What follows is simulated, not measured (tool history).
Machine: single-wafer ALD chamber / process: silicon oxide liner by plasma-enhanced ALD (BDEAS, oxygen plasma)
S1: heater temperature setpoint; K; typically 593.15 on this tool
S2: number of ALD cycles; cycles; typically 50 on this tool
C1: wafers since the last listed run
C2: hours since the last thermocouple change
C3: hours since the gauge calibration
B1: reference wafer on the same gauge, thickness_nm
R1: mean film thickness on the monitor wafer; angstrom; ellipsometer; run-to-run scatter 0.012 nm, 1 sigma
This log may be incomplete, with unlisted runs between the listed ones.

run 1 hour=0 | S1=593.15 S2=50 | C1=0 C2=417.2 C3=1569.3 | B1=5.434 | R1=47.15
run 2 hour=95.4 | S1=593.15 S2=50 | C1=372 C2=512.6 C3=1664.7 | B1=5.434 | R1=46.94
run 3 hour=181.3 | S1=593.15 S2=50 | C1=335 C2=598.5 C3=1750.6 | B1=5.429 | R1=46.97
run 4 hour=273.7 | S1=593.15 S2=55 | C1=360 C2=690.9 C3=1843 | B1=5.43 | R1=51.65
run 5 hour=350.1 | S1=593.15 S2=55 | C1=298 C2=767.3 C3=1919.4 | B1=5.429 | R1=51.74
run 6 hour=451.3 | S1=593.15 S2=47 | C1=395 C2=868.5 C3=2020.6 | B1=5.424 | R1=44.18
run 7 hour=507.4 | S1=582.15 S2=50 | C1=218 C2=924.6 C3=2076.7 | B1=5.435 | R1=47.75
run 8 hour=607.1 | S1=582.15 S2=50 | C1=389 C2=1024.3 C3=2176.4 | B1=5.432 | R1=47.88
run 9 hour=670.6 | S1=593.15 S2=43 | C1=247 C2=1087.8 C3=2239.9 | B1=5.432 | R1=40.42
run 10 hour=774.3 | S1=593.15 S2=50 | C1=404 C2=1191.5 C3=2343.6 | B1=5.431 | R1=46.87
run 11 hour=877.9 | S1=593.15 S2=50 | C1=404 C2=1295.1 C3=2447.2 | B1=5.429 | R1=47.01
run 12 hour=926.5 | S1=593.15 S2=50 | C1=189 C2=1343.7 C3=2495.8 | B1=5.429 | R1=46.63
run 13 hour=990.4 | S1=583.15 S2=50 | C1=249 C2=1407.6 C3=2559.7 | B1=5.431 | R1=47.6
run 14 hour=1038.1 | S1=583.15 S2=50 | C1=186 C2=1455.3 C3=2607.4 | B1=5.431 | R1=47.76
run 15 hour=1119.8 | S1=603.15 S2=50 | C1=318 C2=1537 C3=2689.1 | B1=5.43 | R1=45.96
run 16 hour=1220.9 | S1=593.15 S2=50 | C1=394 C2=1638.1 C3=2790.2 | B1=5.43 | R1=46.91
-- hour=1227.5 gauge calibrated
run 17 hour=1262 | S1=589.15 S2=50 | C1=160 C2=1679.2 C3=34.5 | B1=5.424 | R1=47.06
run 18 hour=1364.9 | S1=579.15 S2=40 | C1=401 C2=1782.1 C3=137.4 | B1=5.433 | R1=38.25
run 19 hour=1450.2 | S1=602.15 S2=47 | C1=332 C2=1867.4 C3=222.7 | B1=5.435 | R1=43.58
run 20 hour=1557.8 | S1=586.15 S2=56 | C1=420 C2=1975 C3=330.3 | B1=5.433 | R1=53.26
run 21 hour=1652.9 | S1=579.15 S2=54 | C1=371 C2=2070.1 C3=425.4 | B1=5.432 | R1=51.83
run 22 hour=1725.8 | S1=593.15 S2=50 | C1=284 C2=2143 C3=498.3 | B1=5.43 | R1=46.81
run 23 hour=1818.1 | S1=587.15 S2=59 | C1=360 C2=2235.3 C3=590.6 | B1=5.423 | R1=55.84
run 24 hour=1871.5 | S1=578.15 S2=41 | C1=208 C2=2288.7 C3=644 | B1=5.43 | R1=39.29
run 25 hour=1931.8 | S1=588.15 S2=54 | C1=235 C2=2349 C3=704.3 | B1=5.424 | R1=50.91
-- hour=2016 thermocouple changed; heater temperature recalibrated
run 26 hour=2016.5 | S1=579.15 S2=40 | C1=299 C2=0.5 C3=789 | B1=5.435 | R1=38.84
run 27 hour=2059.1 | S1=582.15 S2=50 | C1=166 C2=43.1 C3=831.6 | B1=5.428 | R1=48.03
run 28 hour=2157.3 | S1=593.15 S2=50 | C1=383 C2=141.3 C3=929.8 | B1=5.433 | R1=47.23
run 29 hour=2226.5 | S1=593.15 S2=50 | C1=270 C2=210.5 C3=999 | B1=5.428 | R1=47.44
run 30 hour=2330.8 | S1=604.15 S2=55 | C1=407 C2=314.8 C3=1103.3 | B1=5.429 | R1=50.9
run 31 hour=2423.4 | S1=598.15 S2=50 | C1=361 C2=407.4 C3=1195.9 | B1=5.431 | R1=46.8
run 32 hour=2501.2 | S1=600.15 S2=54 | C1=303 C2=485.2 C3=1273.7 | B1=5.428 | R1=50.36
run 33 hour=2582.1 | S1=588.15 S2=45 | C1=315 C2=566.1 C3=1354.6 | B1=5.43 | R1=42.68
run 34 hour=2645.2 | S1=593.15 S2=50 | C1=246 C2=629.2 C3=1417.7 | B1=5.432 | R1=46.93

Alternative continuations, all from the tool just after run 34; predict every row:
run A hour=2645.7 | S1=593.15 S2=50 | C1=1 C2=629.7 C3=1418.2 | B1=? | R1=?
run B hour=2645.7 | S1=606.15 S2=50 | C1=1 C2=629.7 C3=1418.2 | B1=? | R1=?
run C hour=2645.7 | S1=586.15 S2=55 | C1=1 C2=629.7 C3=1418.2 | B1=? | R1=?

run=A B1=5.431 R1=46.96
run=B B1=5.431 R1=45.95
run=C B1=5.431 R1=52.25
With the hidden condition removed and each run's random variation left untouched, the same runs would have given:
run=A R1=47.19
run=B R1=46.18
run=C R1=52.5

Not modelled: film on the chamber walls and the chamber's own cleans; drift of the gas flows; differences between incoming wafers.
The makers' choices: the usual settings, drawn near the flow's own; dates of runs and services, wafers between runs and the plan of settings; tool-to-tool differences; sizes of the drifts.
